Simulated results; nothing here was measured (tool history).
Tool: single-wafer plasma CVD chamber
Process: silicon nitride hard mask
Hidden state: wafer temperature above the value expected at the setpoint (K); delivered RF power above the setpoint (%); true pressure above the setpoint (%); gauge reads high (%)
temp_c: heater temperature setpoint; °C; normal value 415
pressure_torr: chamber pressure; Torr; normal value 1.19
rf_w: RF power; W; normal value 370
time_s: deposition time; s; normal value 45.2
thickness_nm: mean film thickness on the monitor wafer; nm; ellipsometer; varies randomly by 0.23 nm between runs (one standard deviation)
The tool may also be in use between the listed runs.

run   hour  temp_c  pressure_torr  rf_w  time_s  wafers since the last listed run  hours since the last thermocouple change  hours since the last RF generator calibration  hours since the last manometer calibration  hours since the showerhead was replaced  hours since the gauge calibration  read-back reference wafer on the same gauge, thickness_nm  thickness_nm
  1      0     415           1.36   370    45.2                                 0                                    2341.3                                          868.3                                      2548.5                                   8460.9                              229.2                                                     47.198        54.584
  2      8     415           1.29   370    45.2                               204                                    2349.3                                          876.3                                      2556.5                                   8468.9                              237.2                                                     47.161         53.44
  3     22     415           1.29   370    45.2                               358                                    2363.3                                          890.3                                      2570.5                                   8482.9                              251.2                                                     47.194         53.45
      42.1  -- showerhead replaced, of another model than before
  4   42.6     415           1.29   370    45.2                               322                                    2383.9                                          910.9                                      2591.1                                      0.5                              271.8                                                      47.09        55.691
  5   48.9     415           1.19   370    45.2                               161                                    2390.2                                          917.2                                      2597.4                                      6.8                              278.1                                                     47.241        54.076
  6     64     415           1.19   370    45.2                               386                                    2405.3                                          932.3                                      2612.5                                     21.9                              293.2                                                     47.157        53.465
  7   79.9     415           1.19   415    40.1                               407                                    2421.2                                          948.2                                      2628.4                                     37.8                              309.1                                                     47.279         51.12
  8   96.1     415           1.19   415    40.1                               415                                    2437.4                                          964.4                                      2644.6                                       54                              325.3                                                     47.143        50.869
  9  114.3     415           1.19   415    40.1                               466                                    2455.6                                          982.6                                      2662.8                                     72.2                              343.5                                                     47.149        50.639
 10  125.6     426           1.19   370    45.2                               289                                    2466.9                                          993.9                                      2674.1                                     83.5                              354.8                                                     47.133        53.441
     139.6  -- capacitance manometer re-zeroed and calibrated
 11  140.1     415            0.9   415    45.2                               166                                    2481.4                                         1008.4                                         0.5                                       98                              369.3                                                     47.255         50.94
 12  151.7     415           1.49   315    45.2                               297                                      2493                                           1020                                        12.1                                    109.6                              380.9                                                     47.289        52.414
 13  162.3     415           1.19   370    49.2                               271                                    2503.6                                         1030.6                                        22.7                                    120.2                              391.5                                                     47.305        58.688
     175.2  -- RF generator calibrated
 14  175.7     415           1.32   370    45.2                               138                                      2517                                            0.5                                        36.1                                    133.6                              404.9                                                     47.236        58.285
 15  191.9     415           1.19   370    45.2                               415                                    2533.2                                           16.7                                        52.3                                    149.8                              421.1                                                     47.197        55.558
 16  198.8     409              1   430    53.1                               176                                    2540.1                                           23.6                                        59.2                                    156.7                                428                                                     47.207        66.362
 17  206.5     423           1.28   370    42.9                               197                                    2547.8                                           31.3                                        66.9                                    164.4                              435.7                                                     47.307        53.976
 18  212.7     426           1.33   300    41.5                               158                                      2554                                           37.5                                        73.1                                    170.6                              441.9                                                     47.164        46.629
 19  219.6     415           1.19   370      50                               176                                    2560.9                                           44.4                                          80                                    177.5                              448.8                                                     47.156        61.791
       230  -- gauge calibrated
 20  233.8     400           1.34   415    38.2                               363                                    2575.1                                           58.6                                        94.2                                    191.7                                3.8                                                     47.256        53.098
 21  240.1     415           1.19   370      54                               161                                    2581.4                                           64.9                                       100.5                                      198                               10.1                                                     47.191        66.857
     258.9  -- thermocouple changed; heater temperature recalibrated
 22  259.4     425           1.19   315    54.1                               289                                       0.5                                           84.2                                       119.8                                    217.3                               29.4                                                     47.145        59.729
 23  277.1     426           1.19   370    45.2                               453                                      18.2                                          101.9                                       137.5                                      235                               47.1                                                       47.2        55.446
 24    293     428           1.45   440    39.3                               407                                      34.1                                          117.8                                       153.4                                    250.9                                 63                                                     47.233        56.954
 25  337.9     415           1.19   370    45.2                              1150                                        79                                          162.7                                       198.3                                    295.8                              107.9                                                     47.263        55.584
 26  350.1     426           1.19   370    45.2                               312                                      91.2                                          174.9                                       210.5                                      308                              120.1                                                     47.143        55.116
 27  366.6     415           1.19   415    45.2                               422                                     107.7                                          191.4                                         227                                    324.5                              136.6                                                     47.179         59.45
 28  376.8     415           1.37   370      42                               261                                     117.9                                          201.6                                       237.2                                    334.7                              146.8                                                     47.101        54.089

Hidden state, per run?
wafer temperature above the value expected at the setpoint (K): 0 on each run
true pressure above the setpoint (%): 0 on each run
gauge reads high (%): 0 on each run
H1: delivered RF power above the setpoint (%)
run      H1
  1    -6.7
  2   -6.76
  3   -6.85
  4   -6.99
  5   -7.03
  6   -7.13
  7   -7.23
  8   -7.34
  9   -7.46
 10   -7.54
 11   -7.64
 12   -7.71
 13   -7.78
 14  -0.991
 15    -1.1
 16   -1.15
 17    -1.2
 18   -1.24
 19   -1.28
 20   -1.38
 21   -1.42
 22   -1.55
 23   -1.67
 24   -1.77
 25   -2.07
 26   -2.15
 27   -2.26
 28   -2.33

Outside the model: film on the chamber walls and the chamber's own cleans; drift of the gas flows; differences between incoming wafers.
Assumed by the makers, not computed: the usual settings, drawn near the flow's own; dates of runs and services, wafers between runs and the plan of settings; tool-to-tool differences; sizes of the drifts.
